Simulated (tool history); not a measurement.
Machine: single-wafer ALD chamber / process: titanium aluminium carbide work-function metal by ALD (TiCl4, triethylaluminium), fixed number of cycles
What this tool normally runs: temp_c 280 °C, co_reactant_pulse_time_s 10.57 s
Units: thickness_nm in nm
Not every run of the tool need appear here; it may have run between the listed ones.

| run | day | temp_c | co_reactant_pulse_time_s | wafers since the last listed run | hours since the last thermocouple change | hours since the last triethylaluminium bottle change | hours since the showerhead was replaced | hours since the gauge calibration | read-back reference wafer on the same gauge, thickness_nm | thickness_nm |
|---|---|---|---|---|---|---|---|---|---|---|
| 1 | 0.000 | 280 | 12.22 | 0 | 684.3 | 193.7 | 5928.6 | 100.4 | 2.018 | 1.781 |
| 2 | 3.529 | 268 | 10.57 | 1261 | 769.0 | 278.4 | 6013.3 | 185.1 | 2.022 | 1.666 |
| 3 | 5.033 | 268 | 10.57 | 537 | 805.1 | 314.5 | 6049.4 | 221.2 | 2.021 | 1.673 |
| 4 | 6.812 | 280 | 10.57 | 636 | 847.8 | 357.2 | 6092.1 | 263.9 | 2.018 | 1.739 |
| 5 | 9.542 | 280 | 10.57 | 975 | 913.3 | 422.7 | 6157.6 | 329.4 | 2.017 | 1.746 |
| 6 | 12.367 | 274 | 12.98 | 1010 | 981.1 | 490.5 | 6225.4 | 397.2 | 2.023 | 1.750 |
| 7 | 14.808 | 274 | 10.57 | 872 | 1039.7 | 549.1 | 6284.0 | 455.8 | 2.018 | 1.688 |
| 8 | 17.775 | 274 | 10.57 | 1060 | 1110.9 | 620.3 | 6355.2 | 527.0 | 2.020 | 1.684 |
|  | 21.925 | triethylaluminium bottle replaced |
| 9 | 22.221 | 274 | 10.57 | 1470 | 1217.6 | 7.1 | 6461.9 | 633.7 | 2.020 | 1.724 |
| 10 | 23.979 | 280 | 10.57 | 628 | 1259.8 | 49.3 | 6504.1 | 675.9 | 2.020 | 1.771 |
|  | 26.725 | gauge calibrated |
| 11 | 27.492 | 271 | 10.57 | 1255 | 1344.1 | 133.6 | 6588.4 | 18.4 | 2.019 | 1.681 |
| 12 | 29.517 | 270 | 14.58 | 724 | 1392.7 | 182.2 | 6637.0 | 67.0 | 2.020 | 1.745 |
|  | 30.392 | thermocouple changed; heater temperature recalibrated |
| 13 | 33.279 | 269 | 7.14 | 1226 | 69.3 | 272.5 | 6727.3 | 157.3 | 2.022 | 1.350 |
| 14 | 34.979 | 280 | 10.57 | 607 | 110.1 | 313.3 | 6768.1 | 198.1 | 2.024 | 1.749 |
|  | 37.838 | showerhead replaced |
| 15 | 37.858 | 290 | 10.57 | 910 | 179.2 | 382.4 | 0.5 | 267.2 | 2.021 | 1.814 |
| 16 | 41.067 | 280 | 12.22 | 1147 | 256.2 | 459.4 | 77.5 | 344.2 | 2.025 | 1.793 |
| 17 | 45.229 | 294 | 9.35 | 1488 | 356.1 | 559.3 | 177.4 | 444.1 | 2.016 | 1.770 |
|  | 51.271 | triethylaluminium bottle replaced |
| 18 | 54.850 | 273 | 7.44 | 3320 | 587.0 | 85.9 | 408.3 | 675.0 | 2.019 | 1.465 |
| 19 | 56.792 | 280 | 9.10 | 694 | 633.6 | 132.5 | 454.9 | 721.6 | 2.019 | 1.701 |
| 20 | 58.671 | 266 | 8.42 | 671 | 678.7 | 177.6 | 500.0 | 766.7 | 2.019 | 1.548 |

Each row is a separate what-if for the run after 20, all from the same tool condition, not one after another. Results?
| A | 58.688 | 289 | 10.57 | 5 | 679.1 | 178.0 | 500.4 | 767.1 | ? | ? |
| B | 58.688 | 290 | 14.30 | 5 | 679.1 | 178.0 | 500.4 | 767.1 | ? | ? |
| C | 58.688 | 294 | 8.47 | 5 | 679.1 | 178.0 | 500.4 | 767.1 | ? | ? |
| D | 58.688 | 265 | 7.39 | 5 | 679.1 | 178.0 | 500.4 | 767.1 | ? | ? |

| run | read-back reference wafer on the same gauge, thickness_nm | thickness_nm |
|---|---|---|
| A | 2.017 | 1.823 |
| B | 2.017 | 1.883 |
| C | 2.017 | 1.724 |
| D | 2.017 | 1.388 |
Had the tool no hidden state, the same runs would have come out as:
| run | thickness_nm |
|---|---|
| A | 1.834 |
| B | 1.885 |
| C | 1.749 |
| D | 1.417 |
